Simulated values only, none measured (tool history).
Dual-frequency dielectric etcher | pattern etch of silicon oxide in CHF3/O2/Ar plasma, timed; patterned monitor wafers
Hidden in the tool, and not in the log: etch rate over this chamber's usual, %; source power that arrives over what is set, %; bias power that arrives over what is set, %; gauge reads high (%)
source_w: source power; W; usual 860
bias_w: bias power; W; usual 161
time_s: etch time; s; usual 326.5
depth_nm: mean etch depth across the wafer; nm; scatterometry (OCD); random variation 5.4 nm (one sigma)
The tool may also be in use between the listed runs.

run,day,source_w,bias_w,time_s,wafers since the last listed run,hours since the last wet clean,hours since the last source power generator calibration,hours since the last bias power generator calibration,hours since the last upper electrode change,hours since the gauge calibration,"read-back reference wafer on the same gauge, depth_nm",depth_nm
1,0.000,860,161,326.5,0,86.7,2747.3,3870.5,3082.8,565.3,756.2,778.5
2,1.592,860,161,326.5,222,124.9,2785.5,3908.7,3121.0,603.5,753.5,789.0
3,4.521,860,161,326.5,409,195.2,2855.8,3979.0,3191.3,673.8,754.3,785.8
4,6.662,860,161,326.5,299,246.6,2907.2,4030.4,3242.7,725.2,755.6,783.7
5,8.896,860,161,326.5,312,300.2,2960.8,4084.0,3296.3,778.8,753.7,789.7
6,10.979,860,161,326.5,291,350.2,3010.8,4134.0,3346.3,828.8,753.7,788.3
7,13.317,860,161,326.5,326,406.3,3066.9,4190.1,3402.4,884.9,755.2,781.9
# day 14.354: wet clean of the chamber
8,15.383,860,161,326.5,149,24.7,3116.5,4239.7,3452.0,934.5,755.5,820.4
# day 17.425: upper electrode replaced
9,17.446,860,161,326.5,148,74.2,3166.0,4289.2,0.5,984.0,754.1,824.9
10,17.921,860,161,273.5,66,85.6,3177.4,4300.6,11.9,995.4,754.5,683.9
11,20.300,860,161,273.5,332,142.7,3234.5,4357.7,69.0,1052.5,753.9,692.2
12,21.483,860,161,326.5,165,171.1,3262.9,4386.1,97.4,1080.9,752.5,826.6
# day 22.692: wet clean of the chamber, repeated, since the last time left the tool worse
13,22.892,860,161,326.5,57,4.8,3296.7,4419.9,131.2,1114.7,754.9,785.1
14,25.504,920,161,296.0,365,67.5,3359.4,4482.6,193.9,1177.4,754.5,731.4
15,27.238,660,195,411.0,242,109.1,3401.0,4524.2,235.5,1219.0,754.1,954.4
16,29.183,860,161,326.5,272,155.8,3447.7,4570.9,282.2,1265.7,752.3,787.0
17,30.862,860,161,326.5,234,196.1,3488.0,4611.2,322.5,1306.0,754.9,791.0
# day 32.512: bias power generator calibrated
# day 33.533: gauge calibrated
18,34.142,1020,161,326.5,435,274.8,3566.7,39.1,401.2,14.6,754.1,861.2
# day 35.771: source power generator calibrated
19,35.792,730,161,387.0,207,314.4,0.5,78.7,440.8,54.2,755.6,871.1
20,38.238,800,131,283.0,341,373.1,59.2,137.4,499.5,112.9,755.3,626.4
21,39.400,1000,193,406.0,162,401.0,87.1,165.3,527.4,140.8,754.7,1132.9
22,40.925,860,161,326.5,213,437.6,123.7,201.9,564.0,177.4,754.9,802.6

Run 23 comes next. What will it give?
# day 42.567: wet clean of the chamber
23,43.838,860,161,326.5,267,30.5,193.6,271.8,633.9,247.3,?,?

read-back reference wafer on the same gauge, depth_nm: 754.7
depth_nm: 783.1 nm
Without the tool's hidden state the same run would have given depth_nm 781.0 nm.
